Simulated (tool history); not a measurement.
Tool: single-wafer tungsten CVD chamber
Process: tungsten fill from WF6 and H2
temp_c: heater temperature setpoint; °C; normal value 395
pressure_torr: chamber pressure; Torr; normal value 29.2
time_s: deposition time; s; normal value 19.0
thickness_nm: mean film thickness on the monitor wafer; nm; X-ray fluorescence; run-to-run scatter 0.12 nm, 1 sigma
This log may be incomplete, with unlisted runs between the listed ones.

| run | hour | temp_c | pressure_torr | time_s | read-back reference wafer on the same gauge, thickness_nm | thickness_nm |
|---|---|---|---|---|---|---|
| 1 | 0.0 | 395 | 29.2 | 20.6 | 58.201 | 57.789 |
| 2 | 44.8 | 395 | 29.2 | 19.0 | 58.208 | 53.166 |
| 3 | 134.7 | 395 | 29.2 | 19.0 | 58.225 | 53.193 |
| 4 | 206.3 | 395 | 29.2 | 19.0 | 58.161 | 53.057 |
| 5 | 258.1 | 395 | 29.2 | 19.0 | 58.230 | 53.374 |
| 6 | 328.8 | 395 | 29.2 | 21.4 | 58.199 | 59.792 |
| 7 | 398.2 | 395 | 29.2 | 21.4 | 58.182 | 60.142 |
|  | 422.5 | gauge calibrated |
| 8 | 497.5 | 395 | 29.2 | 21.4 | 58.171 | 60.272 |
| 9 | 583.5 | 395 | 29.2 | 19.0 | 58.202 | 53.657 |
| 10 | 625.7 | 395 | 29.2 | 19.0 | 58.198 | 53.596 |
| 11 | 693.9 | 395 | 29.2 | 19.0 | 58.214 | 53.341 |
|  | 742.4 | showerhead replaced |
| 12 | 764.5 | 395 | 34.1 | 19.0 | 58.198 | 58.960 |
|  | 823.3 | capacitance manometer re-zeroed and calibrated |
| 13 | 855.5 | 410 | 34.8 | 19.0 | 58.210 | 81.764 |
| 14 | 910.3 | 389 | 33.6 | 16.2 | 58.198 | 44.241 |
| 15 | 1006.4 | 390 | 32.7 | 19.0 | 58.189 | 52.213 |
|  | 1216.6 | thermocouple changed; heater temperature recalibrated |
| 16 | 1222.5 | 399 | 35.5 | 21.3 | 58.214 | 74.335 |
| 17 | 1286.5 | 395 | 29.2 | 19.0 | 58.181 | 54.609 |
| 18 | 1371.8 | 399 | 32.4 | 16.8 | 58.202 | 55.765 |
| 19 | 1466.7 | 395 | 29.2 | 19.0 | 58.226 | 54.634 |
|  | 1517.1 | capacitance manometer re-zeroed and calibrated, repeated, since the last time left the tool worse |
| 20 | 1521.4 | 395 | 29.2 | 19.0 | 58.199 | 52.795 |
| 21 | 1576.5 | 400 | 33.4 | 15.8 | 58.222 | 52.612 |
| 22 | 1683.6 | 395 | 29.2 | 17.8 | 58.212 | 49.141 |
| 23 | 1787.7 | 403 | 26.6 | 19.0 | 58.218 | 58.713 |

Predict the results of run 24:
| 24 | 1895.2 | 400 | 22.7 | 19.0 | ? | ? |

For run 24 the tool returned read-back reference wafer on the same gauge, thickness_nm 58.219, thickness_nm 50.301 nm.
Without the tool's hidden state the same run would have given thickness_nm 50.318 nm.
